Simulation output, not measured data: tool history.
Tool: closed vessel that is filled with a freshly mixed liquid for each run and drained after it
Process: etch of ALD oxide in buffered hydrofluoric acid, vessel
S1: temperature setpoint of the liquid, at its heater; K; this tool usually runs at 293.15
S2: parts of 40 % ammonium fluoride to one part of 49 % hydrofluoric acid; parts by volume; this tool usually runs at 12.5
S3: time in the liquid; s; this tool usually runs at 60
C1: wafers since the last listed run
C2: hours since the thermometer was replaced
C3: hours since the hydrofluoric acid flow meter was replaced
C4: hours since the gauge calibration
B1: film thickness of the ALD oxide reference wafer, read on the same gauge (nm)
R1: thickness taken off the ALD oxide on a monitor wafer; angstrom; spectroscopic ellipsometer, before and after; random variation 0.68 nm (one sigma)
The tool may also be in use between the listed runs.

Run 1, hour 0: usual settings but S3 70 s; C1 0; C2 312; C3 199.1; C4 42.2; B1 59.99. Result: R1 1269.2 angstrom.
Run 2, hour 47.6: usual settings; C1 5048; C2 359.6; C3 246.7; C4 89.8; B1 60. Result: R1 1084.6 angstrom.
Run 3, hour 101: usual settings; C1 5663; C2 413; C3 300.1; C4 143.2; B1 59.99. Result: R1 1108.5 angstrom.
Run 4, hour 130.1: usual settings; C1 3086; C2 442.1; C3 329.2; C4 172.3; B1 60.01. Result: R1 1107.2 angstrom.
Run 5, hour 164: usual settings but S1 294.15 K; C1 3595; C2 476; C3 363.1; C4 206.2; B1 60.01. Result: R1 1174.8 angstrom.
Run 6, hour 297.6: usual settings but S1 294.15 K; C1 14169; C2 609.6; C3 496.7; C4 339.8; B1 59.99. Result: R1 1206.8 angstrom.
Run 7, hour 325.4: usual settings but S1 292.15 K; C1 2948; C2 637.4; C3 524.5; C4 367.6; B1 60. Result: R1 1085.3 angstrom.
Run 8, hour 352.7: usual settings but S1 292.15 K; C1 2895; C2 664.7; C3 551.8; C4 394.9; B1 60.01. Result: R1 1099.5 angstrom.
Run 9, hour 390.8: usual settings but S1 292.15 K; C1 4040; C2 702.8; C3 589.9; C4 433; B1 60.02. Result: R1 1088.3 angstrom.
At hour 406: thermometer replaced.
Run 10, hour 430.4: usual settings; C1 4093; C2 24.4; C3 629.5; C4 472.6; B1 60.01. Result: R1 1091.1 angstrom.
Run 11, hour 486.5: usual settings; C1 5949; C2 80.5; C3 685.6; C4 528.7; B1 60.01. Result: R1 1094.9 angstrom.
Run 12, hour 522.9: usual settings; C1 3860; C2 116.9; C3 722; C4 565.1; B1 60. Result: R1 1109.9 angstrom.
Run 13, hour 553.9: usual settings; C1 3287; C2 147.9; C3 753; C4 596.1; B1 60.02. Result: R1 1116.8 angstrom.
Run 14, hour 609.4: usual settings; C1 5886; C2 203.4; C3 808.5; C4 651.6; B1 59.99. Result: R1 1123.4 angstrom.
Run 15, hour 660.8: usual settings but S1 290.65 K, S2 9.5 parts by volume, S3 75 s; C1 5451; C2 254.8; C3 859.9; C4 703; B1 59.99. Result: R1 1563.4 angstrom.
Run 16, hour 685.1: usual settings but S2 7.5 parts by volume, S3 45 s; C1 2577; C2 279.1; C3 884.2; C4 727.3; B1 60. Result: R1 1390.9 angstrom.
Run 17, hour 731.3: usual settings but S1 295.15 K; C1 4899; C2 325.3; C3 930.4; C4 773.5; B1 59.99. Result: R1 1276.6 angstrom.
At hour 760.3: hydrofluoric acid flow meter replaced.
Run 18, hour 797: usual settings but S1 295.15 K, S3 50 s; C1 6862; C2 391; C3 36.7; C4 839.2; B1 60.02. Result: R1 997.4 angstrom.
Run 19, hour 826.7: usual settings; C1 3149; C2 420.7; C3 66.4; C4 868.9; B1 60.01. Result: R1 1061.1 angstrom.
Run 20, hour 890.6: usual settings; C1 6777; C2 484.6; C3 130.3; C4 932.8; B1 60. Result: R1 1098.4 angstrom.
Run 21, hour 927.3: usual settings but S2 17.5 parts by volume; C1 3892; C2 521.3; C3 167; C4 969.5; B1 60.01. Result: R1 778.2 angstrom.
At hour 940.8: gauge calibrated.
Run 22, hour 965.8: usual settings but S2 7.5 parts by volume, S3 45 s; C1 4083; C2 559.8; C3 205.5; C4 25; B1 60.04. Result: R1 1345.6 angstrom.
At hour 1008.7: thermometer replaced.
Run 23, hour 1011: usual settings but S1 294.65 K, S2 11 parts by volume, S3 70 s; C1 4687; C2 2.3; C3 250.7; C4 70.2; B1 60. Result: R1 1528.6 angstrom.
Run 24, hour 1075: usual settings but S1 290.65 K; C1 6787; C2 66.3; C3 314.7; C4 134.2; B1 59.97. Result: R1 925.3 angstrom.
Run 25, hour 1124.3: usual settings; C1 5228; C2 115.6; C3 364; C4 183.5; B1 60. Result: R1 1056.1 angstrom.
Run 26, hour 1176.2: usual settings but S2 14.5 parts by volume; C1 5504; C2 167.5; C3 415.9; C4 235.4; B1 60. Result: R1 947.8 angstrom.
Run 27, hour 1239.6: usual settings but S1 290.65 K, S3 50 s; C1 6724; C2 230.9; C3 479.3; C4 298.8; B1 59.96. Result: R1 787.8 angstrom.
Run 28, hour 1269.8: usual settings but S1 296.65 K, S2 9.5 parts by volume, S3 95 s; C1 3202; C2 261.1; C3 509.5; C4 329; B1 60. Result: R1 2688 angstrom.

Branching from run 28: 3 alternative next runs. What would each branch give?
Run A, hour 1270.5: usual settings but S3 90 s; C1 74; C2 261.8; C3 510.2; C4 329.7; B1 ?. Result: R1 ?.
Run B, hour 1270.5: usual settings but S1 297.15 K, S2 16.5 parts by volume; C1 74; C2 261.8; C3 510.2; C4 329.7; B1 ?. Result: R1 ?.
Run C, hour 1270.5: usual settings but S1 291.65 K, S2 14 parts by volume, S3 30 s; C1 74; C2 261.8; C3 510.2; C4 329.7; B1 ?. Result: R1 ?.

run     B1      R1
  A  60.01  1663.2
  B  60.01  1052.6
  C  60.01   456.1
Without the tool's unlogged condition, the same runs would have read:
run      R1
  A  1547.8
  B   980.2
  C   424.3
